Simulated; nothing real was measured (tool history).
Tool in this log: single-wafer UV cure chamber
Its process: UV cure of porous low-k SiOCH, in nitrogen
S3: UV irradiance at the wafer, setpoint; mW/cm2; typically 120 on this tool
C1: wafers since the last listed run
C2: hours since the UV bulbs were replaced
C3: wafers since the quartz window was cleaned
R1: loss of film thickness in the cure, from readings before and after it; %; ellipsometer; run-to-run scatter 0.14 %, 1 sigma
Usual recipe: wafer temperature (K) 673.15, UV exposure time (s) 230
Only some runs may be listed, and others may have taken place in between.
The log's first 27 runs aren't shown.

{"run": 28, "hour": 1443.5, "wafer temperature (K)": 673.15, "UV exposure time (s)": 230, "S3": 134, "C1": 892, "C2": 2533.8, "C3": 3741, "R1": 14.881}
{"run": 29, "hour": 1475.8, "wafer temperature (K)": 657.15, "UV exposure time (s)": 230, "S3": 120, "C1": 410, "C2": 2566.1, "C3": 4152, "R1": 14.033}
{"run": 30, "hour": 1543.3, "wafer temperature (K)": 673.15, "UV exposure time (s)": 230, "S3": 120, "C1": 857, "C2": 2633.6, "C3": 5010, "R1": 14.303}
{"run": 31, "hour": 1577.8, "wafer temperature (K)": 681.15, "UV exposure time (s)": 95, "S3": 104, "C1": 438, "C2": 2668.1, "C3": 5448, "R1": 9.237}
{"run": 32, "hour": 1602.7, "wafer temperature (K)": 673.15, "UV exposure time (s)": 230, "S3": 84, "C1": 316, "C2": 2693, "C3": 5765, "R1": 12.499}
{"hour": 1611.8, "done": "quartz window cleaned"}
{"run": 33, "hour": 1631.8, "wafer temperature (K)": 673.15, "UV exposure time (s)": 140, "S3": 158, "C1": 268, "C2": 2722.1, "C3": 253, "R1": 12.794}
{"run": 34, "hour": 1698.0, "wafer temperature (K)": 688.15, "UV exposure time (s)": 230, "S3": 157, "C1": 841, "C2": 2788.3, "C3": 1095, "R1": 15.835}
{"hour": 1715.3, "done": "UV bulbs replaced"}
{"run": 35, "hour": 1766.5, "wafer temperature (K)": 673.15, "UV exposure time (s)": 135, "S3": 120, "C1": 768, "C2": 51.2, "C3": 1864, "R1": 13.336}
{"run": 36, "hour": 1832.1, "wafer temperature (K)": 673.15, "UV exposure time (s)": 230, "S3": 120, "C1": 833, "C2": 116.8, "C3": 2698, "R1": 16.286}
{"run": 37, "hour": 1899.5, "wafer temperature (K)": 673.15, "UV exposure time (s)": 230, "S3": 120, "C1": 856, "C2": 184.2, "C3": 3554, "R1": 15.985}
{"run": 38, "hour": 1957.9, "wafer temperature (K)": 664.15, "UV exposure time (s)": 230, "S3": 149, "C1": 742, "C2": 242.6, "C3": 4296, "R1": 16.746}
{"run": 39, "hour": 1996.8, "wafer temperature (K)": 684.15, "UV exposure time (s)": 180, "S3": 149, "C1": 494, "C2": 281.5, "C3": 4791, "R1": 16.021}
{"hour": 2019.0, "done": "quartz window cleaned"}
{"run": 40, "hour": 2023.8, "wafer temperature (K)": 686.15, "UV exposure time (s)": 180, "S3": 120, "C1": 241, "C2": 308.5, "C3": 60, "R1": 14.573}
{"run": 41, "hour": 2049.5, "wafer temperature (K)": 673.15, "UV exposure time (s)": 335, "S3": 92, "C1": 326, "C2": 334.2, "C3": 387, "R1": 16.453}
{"run": 42, "hour": 2098.4, "wafer temperature (K)": 673.15, "UV exposure time (s)": 115, "S3": 120, "C1": 621, "C2": 383.1, "C3": 1009, "R1": 12.037}
{"run": 43, "hour": 2169.0, "wafer temperature (K)": 673.15, "UV exposure time (s)": 110, "S3": 147, "C1": 897, "C2": 453.7, "C3": 1906, "R1": 13.032}
{"run": 44, "hour": 2232.1, "wafer temperature (K)": 658.15, "UV exposure time (s)": 230, "S3": 137, "C1": 802, "C2": 516.8, "C3": 2708, "R1": 16.224}

Each row is a separate what-if for the run after 44, all from the same tool condition, not one after another. Results?
{"run": "A", "hour": 2232.5, "wafer temperature (K)": 673.15, "UV exposure time (s)": 230, "S3": 120, "C1": 5, "C2": 517.2, "C3": 2713, "R1": "?"}
{"run": "B", "hour": 2232.5, "wafer temperature (K)": 663.15, "UV exposure time (s)": 105, "S3": 82, "C1": 5, "C2": 517.2, "C3": 2713, "R1": "?"}
{"run": "C", "hour": 2232.5, "wafer temperature (K)": 673.15, "UV exposure time (s)": 290, "S3": 146, "C1": 5, "C2": 517.2, "C3": 2713, "R1": "?"}
{"run": "D", "hour": 2232.5, "wafer temperature (K)": 658.15, "UV exposure time (s)": 310, "S3": 100, "C1": 5, "C2": 517.2, "C3": 2713, "R1": "?"}
{"run": "E", "hour": 2232.5, "wafer temperature (K)": 664.15, "UV exposure time (s)": 105, "S3": 120, "C1": 5, "C2": 517.2, "C3": 2713, "R1": "?"}

run=A R1=15.958
run=B R1=9.63
run=C R1=18.372
run=D R1=16.278
run=E R1=11.578
With no hidden state in the tool, these same runs would have given:
run=A R1=16.347
run=B R1=9.978
run=C R1=18.768
run=D R1=16.667
run=E R1=11.937

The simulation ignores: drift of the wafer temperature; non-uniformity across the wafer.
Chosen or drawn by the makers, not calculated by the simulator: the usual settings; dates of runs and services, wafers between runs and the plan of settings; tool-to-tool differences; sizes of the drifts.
